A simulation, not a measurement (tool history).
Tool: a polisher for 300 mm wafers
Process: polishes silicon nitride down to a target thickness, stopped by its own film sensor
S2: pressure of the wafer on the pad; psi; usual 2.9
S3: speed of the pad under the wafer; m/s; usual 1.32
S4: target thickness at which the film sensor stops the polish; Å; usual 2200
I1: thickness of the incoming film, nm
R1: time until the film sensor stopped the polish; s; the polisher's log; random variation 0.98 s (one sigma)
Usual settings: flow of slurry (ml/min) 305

Run 1, hour 0.0: usual settings but S3 1.06 m/s; I1 362.6. Result: R1 98.0 s.
At hour 23.5: slurry nozzle cleaned.
At hour 51.2: worn pad replaced by a new one.
Run 2, hour 52.2: usual settings but S3 1.06 m/s; I1 358.2. Result: R1 80.6 s.
Run 3, hour 62.5: usual settings but S3 1.06 m/s; I1 355.2. Result: R1 82.1 s.
Run 4, hour 75.3: usual settings but S2 2.6 psi, S4 2330 Å; I1 356.9. Result: R1 69.5 s.
Run 5, hour 85.7: usual settings but S2 2.6 psi, S4 2330 Å; I1 358.5. Result: R1 72.8 s.
Run 6, hour 98.8: usual settings but S2 2.6 psi, S4 2330 Å; I1 363.2. Result: R1 77.7 s.
Run 7, hour 111.3: usual settings; I1 355.6. Result: R1 71.7 s.
Run 8, hour 121.3: usual settings; I1 361.4. Result: R1 79.2 s.
Run 9, hour 131.9: usual settings; I1 353.4. Result: R1 74.7 s.
Run 10, hour 144.7: usual settings; I1 361.6. Result: R1 78.6 s.
At hour 161.4: worn pad replaced by a new one.
Run 11, hour 178.3: usual settings; I1 365.5. Result: R1 76.8 s.
Run 12, hour 187.3: usual settings; I1 356.3. Result: R1 71.5 s.
Run 13, hour 199.9: usual settings; I1 364.3. Result: R1 78.9 s.
Run 14, hour 217.6: usual settings; I1 361.9. Result: R1 78.9 s.
Run 15, hour 234.6: usual settings; I1 360.3. Result: R1 81.5 s.
Run 16, hour 242.7: usual settings; I1 364.6. Result: R1 82.5 s.
Run 17, hour 251.1: usual settings; I1 365.4. Result: R1 81.6 s.
Run 18, hour 259.5: usual settings; I1 359.7. Result: R1 78.2 s.
At hour 274.7: worn pad replaced by a new one.
Run 19, hour 279.3: usual settings but S3 1.66 m/s, S4 1840 Å; I1 354.3. Result: R1 73.7 s.
Run 20, hour 294.0: usual settings; I1 353.2. Result: R1 72.7 s.
Run 21, hour 308.5: usual settings but flow of slurry (ml/min) 360, S2 3.7 psi, S3 1.00 m/s, S4 2020 Å; I1 362.5. Result: R1 84.8 s.
Run 22, hour 319.8: usual settings; I1 355.5. Result: R1 76.4 s.
Run 23, hour 327.0: usual settings but S3 1.54 m/s, S4 2370 Å; I1 359.6. Result: R1 61.1 s.
Run 24, hour 338.8: usual settings but S3 1.64 m/s, S4 1870 Å; I1 361.0. Result: R1 83.1 s.
Run 25, hour 372.1: usual settings but S2 3.4 psi; I1 359.8. Result: R1 70.5 s.
At hour 380.9: worn pad replaced by a new one.
At hour 384.5: slurry nozzle cleaned.
Run 26, hour 385.0: usual settings but S2 3.4 psi; I1 358.6. Result: R1 57.9 s.
Run 27, hour 397.1: usual settings but S3 1.66 m/s, S4 1840 Å; I1 363.4. Result: R1 74.1 s.
At hour 402.2: head pressure recalibrated.
Run 28, hour 403.9: usual settings but S3 0.94 m/s, S4 2020 Å; I1 357.9. Result: R1 103.5 s.
Run 29, hour 440.1: usual settings but S2 3.6 psi, S3 1.00 m/s; I1 358.7. Result: R1 75.4 s.
Run 30, hour 451.4: usual settings; I1 361.7. Result: R1 77.9 s.
Run 31, hour 468.8: usual settings but flow of slurry (ml/min) 335, S3 1.16 m/s; I1 363.9. Result: R1 86.7 s.
Run 32, hour 478.7: usual settings but S3 1.08 m/s, S4 2040 Å; I1 364.6. Result: R1 103.4 s.
At hour 490.1: worn pad replaced by a new one.
Run 33, hour 490.6: usual settings but flow of slurry (ml/min) 375, S2 2.6 psi, S3 1.64 m/s, S4 1750 Å; I1 354.8. Result: R1 81.5 s.
Run 34, hour 499.0: usual settings but S4 1880 Å; I1 360.2. Result: R1 87.6 s.
Run 35, hour 515.1: usual settings but S2 3.3 psi, S4 1780 Å; I1 360.6. Result: R1 82.5 s.
Run 36, hour 562.4: usual settings but S4 2660 Å; I1 359.7. Result: R1 52.1 s.
Run 37, hour 574.3: usual settings but flow of slurry (ml/min) 205, S2 2.2 psi; I1 359.4. Result: R1 109.9 s.

Forecast each of these 4 alternatives for the next run:
Run A, hour 574.7: usual settings but flow of slurry (ml/min) 270; I1 360.2. Result: R1 ?.
Run B, hour 574.7: usual settings but flow of slurry (ml/min) 385; I1 360.2. Result: R1 ?.
Run C, hour 574.7: usual settings but flow of slurry (ml/min) 370, S3 1.74 m/s; I1 360.2. Result: R1 ?.
Run D, hour 574.7: usual settings but flow of slurry (ml/min) 385, S2 3.5 psi, S3 0.92 m/s, S4 2410 Å; I1 360.2. Result: R1 ?.

run    R1
  A  82.0
  B  77.7
  C  62.6
  D  73.3
Without the tool's hidden state the same runs would have given:
run    R1
  A  68.7
  B  66.5
  C  53.5
  D  62.7

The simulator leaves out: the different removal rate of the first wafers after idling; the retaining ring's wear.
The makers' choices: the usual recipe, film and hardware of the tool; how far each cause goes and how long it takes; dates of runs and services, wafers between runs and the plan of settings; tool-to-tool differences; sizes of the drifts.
